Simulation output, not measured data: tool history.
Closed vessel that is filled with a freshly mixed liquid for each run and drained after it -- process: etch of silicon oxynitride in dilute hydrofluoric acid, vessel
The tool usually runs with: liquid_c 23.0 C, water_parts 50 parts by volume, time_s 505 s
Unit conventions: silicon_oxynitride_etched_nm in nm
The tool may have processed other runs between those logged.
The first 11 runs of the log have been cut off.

run	hour	liquid_c	water_parts	time_s	read-back film thickness of the silicon oxynitride reference wafer, read on the same gauge (nm)	silicon_oxynitride_etched_nm
12	424.6	23.0	50	505	110.00	20.01
# hour 436.8: hydrofluoric acid flow meter replaced
13	437.3	23.0	50	505	110.00	17.30
14	462.6	23.0	50	640	110.00	22.02
15	496.0	26.5	45	225	110.03	10.19
16	508.7	23.0	30	645	109.98	37.76
17	523.3	28.0	30	750	110.01	54.99
18	537.0	23.0	50	785	110.01	27.01
19	553.2	24.5	50	790	110.00	29.24
20	576.6	23.0	50	260	110.00	8.86
# hour 637.0: thermometer replaced
21	670.7	23.0	50	505	110.02	18.45
22	682.7	26.0	50	505	110.00	21.15
# hour 683.7: gauge calibrated
23	715.3	21.0	50	385	110.03	12.83
24	727.5	23.0	50	345	110.00	12.62
25	754.8	23.0	50	625	110.02	22.55
26	774.8	19.5	35	505	110.03	22.25
27	796.9	23.0	50	505	110.00	18.26
28	828.1	24.5	60	370	110.03	11.87
29	845.0	23.0	50	505	110.01	18.29
30	860.3	21.0	65	205	109.98	5.05
31	894.9	23.0	35	505	110.01	26.48
32	930.8	23.0	50	315	110.00	11.15

Predict each of these 5 candidate next runs independently; none follows another, all start after run 32:
A	931.6	20.0	50	505	?	?
B	931.6	23.0	50	760	?	?
C	931.6	23.0	50	735	?	?
D	931.6	28.0	55	650	?	?
E	931.6	21.5	25	295	?	?

run	read-back film thickness of the silicon oxynitride reference wafer, read on the same gauge (nm)	silicon_oxynitride_etched_nm
A	110.00	15.71
B	110.00	27.48
C	110.00	26.57
D	110.00	27.12
E	110.00	20.08
The same runs, with their run-to-run variation unchanged, on a tool lacking any hidden condition would have given:
run	silicon_oxynitride_etched_nm
A	15.72
B	27.46
C	26.56
D	27.05
E	20.11
